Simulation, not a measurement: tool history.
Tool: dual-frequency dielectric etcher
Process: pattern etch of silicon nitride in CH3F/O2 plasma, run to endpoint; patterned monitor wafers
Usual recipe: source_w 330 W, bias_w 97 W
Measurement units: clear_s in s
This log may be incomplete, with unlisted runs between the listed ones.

run,hour,source_w,bias_w,"incoming incoming film thickness, nm",clear_s
1,0.0,360,97,96.1,103.6
2,12.1,330,97,97.5,107.8
3,61.2,330,97,95.3,106.3
4,74.4,330,97,95.7,107.6
# hour 92.2: bias power generator calibrated
# hour 104.1: upper electrode replaced
5,104.6,370,97,95.4,102.0
6,105.0,370,97,95.9,102.4
7,110.5,370,97,95.6,101.0
# hour 120.2: source power generator calibrated
8,120.7,330,97,94.0,105.0
9,127.6,300,97,95.1,110.4
# hour 153.4: wet clean of the chamber
10,153.9,300,97,96.6,105.9
11,154.3,300,97,96.5,105.3
12,163.3,330,97,96.5,101.4
13,169.6,330,97,95.5,100.0
14,178.7,380,76,96.0,105.6
15,187.8,410,97,95.8,91.7
16,195.3,330,97,97.2,102.8
17,209.1,330,117,96.2,92.6
18,218.8,330,97,95.9,102.0
19,232.0,330,97,96.5,102.6
20,248.9,380,75,95.4,105.8
21,261.5,300,97,96.3,106.7
22,278.1,390,76,94.8,105.3
23,288.4,350,85,96.3,106.8
24,301.8,270,78,96.4,124.9

Here are 3 independent what-if runs from the current tool condition. What would each one return?
A,302.3,330,97,94.9,?
B,302.3,330,116,94.9,?
C,302.3,390,78,94.9,?

run,clear_s
A,100.4
B,92.7
C,102.8
Take away the tool's hidden state, keep each run's random variation, and the runs would have read:
run,clear_s
A,99.4
B,91.8
C,101.8
